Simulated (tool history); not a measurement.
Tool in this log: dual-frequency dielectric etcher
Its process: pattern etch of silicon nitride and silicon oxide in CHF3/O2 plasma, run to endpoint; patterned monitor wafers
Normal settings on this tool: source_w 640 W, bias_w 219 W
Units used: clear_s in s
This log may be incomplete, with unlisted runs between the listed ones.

run	hour	source_w	bias_w	incoming incoming film thickness, nm	clear_s
1	0	640	203	241.4	152.9
2	4.2	640	203	238.9	152
3	60.3	640	256	239.9	136
4	98	640	256	240	135.5
5	156.3	640	261	242.7	137
6	220.5	640	261	240.3	134.2
7	266.5	640	219	239.6	146
8	337.6	640	219	240.8	146.2
# hour 373.1: wet clean of the chamber
9	393.1	640	219	242.4	147.1
10	572.2	640	219	239.6	146.3
11	620.5	640	219	239.3	145.9
12	657.5	640	219	240.1	146
13	689.1	640	219	241.8	146.6
14	747.5	640	219	240.8	145.7
# hour 845.9: wet clean of the chamber
15	898.5	580	175	239.8	169.7
16	949.9	730	236	241	133
# hour 988.1: bias power generator calibrated
17	1011.8	750	238	239	131.6
18	1037.4	640	194	236.9	154.3
19	1090.5	700	219	239.5	141.5
20	1132.8	640	219	239.1	146.9
21	1184.3	640	219	241.8	148
# hour 1254.7: wet clean of the chamber
22	1255.2	640	219	242.8	149
# hour 1297.9: upper electrode replaced
# hour 1303.2: source power generator calibrated
23	1317.1	640	256	240.6	136.2
24	1348.2	730	219	240.6	139.2
25	1408.4	540	256	239.9	147.9
26	1438	480	273	239.9	150.3
27	1506	720	172	238.5	156.7
28	1565.8	640	219	239.6	146.3
29	1591.2	720	269	241	127.8
# hour 1646.9: wet clean of the chamber
30	1647.4	640	179	241.3	161.9
31	1658.2	640	219	239.1	146.5
32	1712.9	510	183	236.7	176.7
33	1773.4	640	219	240.1	148.1
34	1806.5	640	219	240.9	147.9
35	1850.1	640	219	239.3	146.7

Predict each of these 4 candidate next runs independently; none follows another, all start after run 35:
A	1850.6	640	239	238.3	?
B	1850.6	640	236	238.3	?
C	1850.6	570	188	238.3	?
D	1850.6	600	190	238.3	?

run	clear_s
A	139.7
B	140.5
C	165.5
D	160.9
Without the tool's unlogged condition, the same runs would have read:
run	clear_s
A	139.9
B	140.7
C	165.7
D	161.1

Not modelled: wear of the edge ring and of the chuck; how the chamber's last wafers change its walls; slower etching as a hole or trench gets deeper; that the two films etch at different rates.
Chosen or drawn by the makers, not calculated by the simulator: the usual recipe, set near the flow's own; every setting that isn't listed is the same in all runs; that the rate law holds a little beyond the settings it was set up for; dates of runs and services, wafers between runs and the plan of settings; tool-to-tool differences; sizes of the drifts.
